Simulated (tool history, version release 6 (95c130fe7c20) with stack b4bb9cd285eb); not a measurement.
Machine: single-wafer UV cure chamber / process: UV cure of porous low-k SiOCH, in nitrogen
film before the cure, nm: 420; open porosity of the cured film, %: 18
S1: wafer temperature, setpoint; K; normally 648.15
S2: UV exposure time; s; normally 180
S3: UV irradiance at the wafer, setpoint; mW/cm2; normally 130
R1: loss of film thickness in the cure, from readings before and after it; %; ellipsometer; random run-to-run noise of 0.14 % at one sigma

run,hour,S1,S2,S3,R1
1,0.0,648.15,180,130,10.282
2,63.5,648.15,180,130,10.302
3,102.7,648.15,180,130,10.099
# hour 123.0: quartz window cleaned
4,131.8,648.15,110,143,8.589
5,172.1,648.15,180,130,10.279
6,213.4,648.15,180,130,10.242
7,259.1,648.15,180,130,10.368
8,311.9,648.15,180,130,10.287
# hour 347.0: quartz window cleaned
9,348.5,648.15,180,130,10.657
10,419.7,648.15,180,130,10.275
11,444.9,659.15,240,92,10.586
12,474.4,648.15,180,130,10.263
13,524.8,648.15,135,130,9.229
# hour 541.3: UV bulbs replaced
# hour 634.1: quartz window cleaned
14,668.0,648.15,180,147,11.187
15,707.3,659.15,240,92,10.133
16,743.8,648.15,180,149,11.201
17,814.2,661.15,280,158,13.688
# hour 856.1: quartz window cleaned
18,962.4,648.15,75,149,7.469
# hour 1109.3: quartz window cleaned
19,1127.4,657.15,255,130,12.405

State the hidden condition of the tool at each of the runs:
lamp output below its setpoint, %: 0 across all the runs
transmission lost against a clean window, %: 0 across all the runs
